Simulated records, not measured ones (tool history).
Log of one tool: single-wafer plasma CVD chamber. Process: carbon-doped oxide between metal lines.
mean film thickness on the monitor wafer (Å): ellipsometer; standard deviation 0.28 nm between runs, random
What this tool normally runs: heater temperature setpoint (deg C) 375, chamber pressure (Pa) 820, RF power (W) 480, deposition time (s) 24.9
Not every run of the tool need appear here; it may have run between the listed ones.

| run | day | heater temperature setpoint (deg C) | chamber pressure (Pa) | RF power (W) | deposition time (s) | read-back reference wafer on the same gauge, thickness_nm | mean film thickness on the monitor wafer (Å) |
|---|---|---|---|---|---|---|---|
| 1 | 0.000 | 375 | 820 | 480 | 24.9 | 126.978 | 1156.94 |
| 2 | 0.829 | 375 | 820 | 480 | 24.9 | 126.974 | 1161.21 |
| 3 | 2.108 | 375 | 820 | 480 | 22.9 | 127.036 | 1069.18 |
| 4 | 2.658 | 369 | 820 | 480 | 27.6 | 127.047 | 1302.75 |
| 5 | 4.104 | 375 | 820 | 480 | 24.9 | 127.041 | 1155.45 |
| 6 | 5.312 | 375 | 820 | 555 | 21.1 | 127.021 | 1061.86 |
| 7 | 6.692 | 375 | 820 | 555 | 21.1 | 127.058 | 1062.02 |
| 8 | 7.242 | 375 | 820 | 480 | 24.9 | 127.107 | 1151.14 |
|  | 7.650 | RF generator calibrated |
| 9 | 7.950 | 375 | 820 | 480 | 24.9 | 127.065 | 1116.81 |
| 10 | 9.200 | 375 | 820 | 480 | 24.9 | 126.887 | 1115.84 |
| 11 | 9.946 | 375 | 820 | 480 | 27.0 | 126.912 | 1213.16 |
| 12 | 11.100 | 361 | 943 | 395 | 21.9 | 127.163 | 912.46 |
|  | 11.708 | showerhead replaced |
| 13 | 12.312 | 375 | 820 | 480 | 24.9 | 127.163 | 1113.91 |
|  | 12.858 | RF generator calibrated, repeated, since the last time left the tool worse |
| 14 | 12.904 | 375 | 820 | 480 | 24.9 | 127.058 | 1190.94 |
|  | 13.658 | gauge calibrated |
| 15 | 13.738 | 370 | 961 | 415 | 24.9 | 127.026 | 1118.26 |
| 16 | 14.938 | 375 | 820 | 480 | 24.9 | 126.913 | 1187.93 |
| 17 | 17.088 | 369 | 820 | 480 | 24.9 | 126.839 | 1210.78 |
| 18 | 18.058 | 375 | 692 | 395 | 24.9 | 127.020 | 1040.17 |
| 19 | 18.917 | 375 | 931 | 480 | 24.9 | 127.023 | 1199.20 |
| 20 | 19.921 | 387 | 767 | 480 | 27.4 | 127.125 | 1257.66 |
|  | 21.179 | thermocouple changed; heater temperature recalibrated |
| 21 | 21.200 | 375 | 820 | 395 | 24.9 | 126.890 | 1058.61 |
|  | 22.025 | capacitance manometer re-zeroed and calibrated |
| 22 | 22.462 | 375 | 624 | 520 | 24.9 | 127.016 | 1204.32 |
| 23 | 23.338 | 375 | 820 | 515 | 24.9 | 126.932 | 1239.35 |

Run 24, settings as shown, results not yet in. Your forecast:
| 24 | 23.875 | 380 | 623 | 415 | 20.7 | ? | ? |

Run 24 measured read-back reference wafer on the same gauge, thickness_nm 127.005, mean film thickness on the monitor wafer (Å) 869.19.
Take away the tool's hidden state, keep the run-to-run variation as it was, and the same run would have given mean film thickness on the monitor wafer (Å) 870.98.
